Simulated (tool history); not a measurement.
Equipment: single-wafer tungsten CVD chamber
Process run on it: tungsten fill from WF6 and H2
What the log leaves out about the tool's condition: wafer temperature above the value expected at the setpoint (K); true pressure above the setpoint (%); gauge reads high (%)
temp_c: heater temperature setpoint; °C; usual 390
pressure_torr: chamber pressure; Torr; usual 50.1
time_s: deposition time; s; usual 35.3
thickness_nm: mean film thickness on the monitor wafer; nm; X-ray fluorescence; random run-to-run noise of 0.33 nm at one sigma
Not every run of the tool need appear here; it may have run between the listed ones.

run,hour,temp_c,pressure_torr,time_s,wafers since the last listed run,hours since the last thermocouple change,hours since the last manometer calibration,hours since the showerhead was replaced,hours since the gauge calibration,"read-back reference wafer on the same gauge, thickness_nm",thickness_nm
1,0.0,378,50.1,35.3,0,1426.4,1082.0,5002.2,57.4,110.955,85.990
2,16.7,378,50.1,35.3,292,1443.1,1098.7,5018.9,74.1,111.024,86.064
3,48.9,378,50.1,35.3,563,1475.3,1130.9,5051.1,106.3,111.023,85.415
4,67.0,390,50.1,31.1,316,1493.4,1149.0,5069.2,124.4,110.963,99.397
5,79.3,390,40.9,35.3,215,1505.7,1161.3,5081.5,136.7,110.979,106.782
6,109.1,390,50.1,35.3,521,1535.5,1191.1,5111.3,166.5,110.992,113.522
# hour 137.6: gauge calibrated
7,139.1,390,50.1,35.3,525,1565.5,1221.1,5141.3,1.5,110.947,113.605
8,163.0,390,50.1,35.3,418,1589.4,1245.0,5165.2,25.4,110.937,113.351
# hour 191.1: thermocouple changed; heater temperature recalibrated
9,191.6,390,50.1,35.3,360,0.5,1273.6,5193.8,54.0,110.983,113.053
10,221.8,395,62.3,30.5,528,30.7,1303.8,5224.0,84.2,111.035,115.741
11,246.3,395,50.1,37.3,429,55.2,1328.3,5248.5,108.7,111.089,133.273
# hour 271.4: capacitance manometer re-zeroed and calibrated
12,271.9,390,43.2,35.3,308,80.8,0.5,5274.1,134.3,110.943,107.528
13,290.1,390,55.3,35.3,318,99.0,18.7,5292.3,152.5,110.992,116.552
# hour 322.6: showerhead replaced
14,323.1,390,50.1,35.3,437,132.0,51.7,0.5,185.5,111.009,113.422
# hour 342.7: gauge calibrated
15,343.7,390,57.8,35.3,360,152.6,72.3,21.1,1.0,110.983,117.912
16,364.6,390,50.1,35.3,366,173.5,93.2,42.0,21.9,111.066,113.381
17,389.6,401,50.1,28.8,437,198.5,118.2,67.0,46.9,111.016,116.597
18,423.4,378,46.2,40.3,591,232.3,152.0,100.8,80.7,110.937,95.646

Run-by-run hidden state of the tool:
wafer temperature above the value expected at the setpoint (K): 0 at every run
true pressure above the setpoint (%): 0 at every run
gauge reads high (%): 0 at every run
